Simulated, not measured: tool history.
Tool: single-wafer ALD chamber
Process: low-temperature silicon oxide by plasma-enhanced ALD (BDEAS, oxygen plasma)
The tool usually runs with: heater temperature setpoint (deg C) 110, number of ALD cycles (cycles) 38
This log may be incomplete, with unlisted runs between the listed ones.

run    hour  heater temperature setpoint (deg C)  number of ALD cycles (cycles)  wafers since the last listed run  hours since the last thermocouple change  hours since the gauge calibration  read-back reference wafer on the same gauge, thickness_nm  mean film thickness on the monitor wafer (nm)
  1       0                                  100                             38                                 0                                     349.6                             1609.8                                                      5.423                                           5.53
       41.5  -- gauge calibrated
  2    59.9                                  100                             38                               583                                     409.5                               18.4                                                      5.421                                          5.569
  3   122.5                                  110                             38                               609                                     472.1                                 81                                                      5.419                                          5.411
  4   182.3                                  110                             38                               582                                     531.9                              140.8                                                       5.42                                          5.421
  5   228.5                                  110                             38                               450                                     578.1                                187                                                      5.417                                          5.427
  6   268.2                                  110                             38                               386                                     617.8                              226.7                                                      5.422                                          5.428
  7   328.6                                  110                             38                               588                                     678.2                              287.1                                                      5.424                                          5.445
  8   466.6                                  113                             38                              1344                                     816.2                              425.1                                                      5.416                                          5.422
  9   555.9                                  113                             38                               870                                     905.5                              514.4                                                       5.42                                          5.404
 10   614.7                                  113                             38                               572                                     964.3                              573.2                                                      5.424                                          5.372
 11   677.9                                  110                             38                               615                                    1027.5                              636.4                                                      5.417                                          5.434
        756  -- thermocouple changed; heater temperature recalibrated
 12   769.2                                  110                             38                               811                                      13.2                              727.7                                                      5.423                                          5.478
 13   846.8                                  110                             38                               756                                      90.8                              805.3                                                       5.42                                          5.468
 14   907.4                                  106                             43                               590                                     151.4                              865.9                                                      5.422                                          6.266
 15   945.7                                  106                             43                               373                                     189.7                              904.2                                                      5.418                                          6.247
 16  1046.3                                  106                             43                               980                                     290.3                             1004.8                                                      5.422                                           6.31
 17  1083.4                                  110                             38                               361                                     327.4                             1041.9                                                      5.422                                           5.47
 18  1132.4                                  110                             38                               477                                     376.4                             1090.9                                                      5.424                                          5.494
 19  1237.5                                  110                             38                              1024                                     481.5                               1196                                                      5.419                                          5.489
     1258.7  -- thermocouple changed; heater temperature recalibrated, repeated, since the last time left the tool worse
 20  1276.1                                  110                             38                               298                                      17.4                             1234.6                                                      5.421                                          5.405
 21  1317.2                                  110                             38                               400                                      58.5                             1275.7                                                      5.421                                          5.432
 22  1380.3                                  115                             43                               614                                     121.6                             1338.8                                                      5.422                                           6.07
 23  1481.1                                  110                             34                               982                                     222.4                             1439.6                                                      5.416                                          4.851
 24  1568.2                                  101                             42                               848                                     309.5                             1526.7                                                      5.422                                          6.124
 25  1644.1                                  110                             38                               739                                     385.4                             1602.6                                                      5.416                                          5.427
 26  1701.1                                  121                             32                               555                                     442.4                             1659.6                                                       5.42                                          4.458
 27  1767.6                                  119                             45                               647                                     508.9                             1726.1                                                      5.419                                          6.285
     1780.7  -- gauge calibrated
 28  1860.7                                  103                             44                               907                                       602                                 80                                                      5.426                                          6.373
 29  1961.8                                  117                             44                               985                                     703.1                              181.1                                                       5.42                                          6.202
 30  2042.1                                   95                             44                               782                                     783.4                              261.4                                                      5.414                                          6.603
 31  2119.4                                  110                             38                               753                                     860.7                              338.7                                                      5.423                                          5.435
 32  2191.8                                  122                             36                               705                                     933.1                              411.1                                                      5.424                                          5.035
 33    2264                                  122                             44                               703                                    1005.3                              483.3                                                      5.424                                          6.104
 34  2328.1                                  110                             38                               624                                    1069.4                              547.4                                                      5.418                                          5.427
 35  2417.7                                   97                             45                               872                                      1159                                637                                                      5.422                                          6.731
     2502.3  -- thermocouple changed; heater temperature recalibrated
 36  2502.8                                  116                             38                               751                                       0.5                              722.1                                                      5.414                                           5.33
 37  2570.9                                  102                             33                               663                                      68.6                              790.2                                                      5.426                                          4.757
 38  2640.1                                  103                             36                               674                                     137.8                              859.4                                                      5.418                                          5.186
 39  2734.6                                  121                             31                               920                                     232.3                              953.9                                                      5.419                                          4.334
 40  2797.4                                  104                             35                               611                                     295.1                             1016.7                                                       5.42                                          5.055
 41  2879.2                                  102                             32                               796                                     376.9                             1098.5                                                      5.421                                          4.654
 42  2936.8                                  110                             38                               561                                     434.5                             1156.1                                                      5.422                                          5.428

Take each entry between the runs: how does the hidden state at the last listed run before it differ from the hidden state at the first listed run after it?
After run 1, before run 2: gauge calibrated (hour 41.5)
  wafer temperature above the value expected at the setpoint (K): -1.54 -> -1.72
  the result without the hidden state subtracted from the measured one, mean film thickness on the monitor wafer (nm): +0.035 -> +0.039
After run 11, before run 12: thermocouple changed; heater temperature recalibrated (hour 756)
  wafer temperature above the value expected at the setpoint (K): -2.65 -> -5.74
  the result without the hidden state subtracted from the measured one, mean film thickness on the monitor wafer (nm): +0.03 -> +0.065
After run 19, before run 20: thermocouple changed; heater temperature recalibrated, repeated, since the last time left the tool worse (hour 1258.7)
  wafer temperature above the value expected at the setpoint (K): -7.77 -> 0.348
  the result without the hidden state subtracted from the measured one, mean film thickness on the monitor wafer (nm): +0.088 -> -0.004
After run 27, before run 28: gauge calibrated (hour 1780.7)
  wafer temperature above the value expected at the setpoint (K): -1.71 -> -1.9
  the result without the hidden state subtracted from the measured one, mean film thickness on the monitor wafer (nm): +0.023 -> +0.027
After run 35, before run 36: thermocouple changed; heater temperature recalibrated (hour 2502.3)
  wafer temperature above the value expected at the setpoint (K): -2.46 -> 0.496
  the result without the hidden state subtracted from the measured one, mean film thickness on the monitor wafer (nm): +0.067 -> -0.006

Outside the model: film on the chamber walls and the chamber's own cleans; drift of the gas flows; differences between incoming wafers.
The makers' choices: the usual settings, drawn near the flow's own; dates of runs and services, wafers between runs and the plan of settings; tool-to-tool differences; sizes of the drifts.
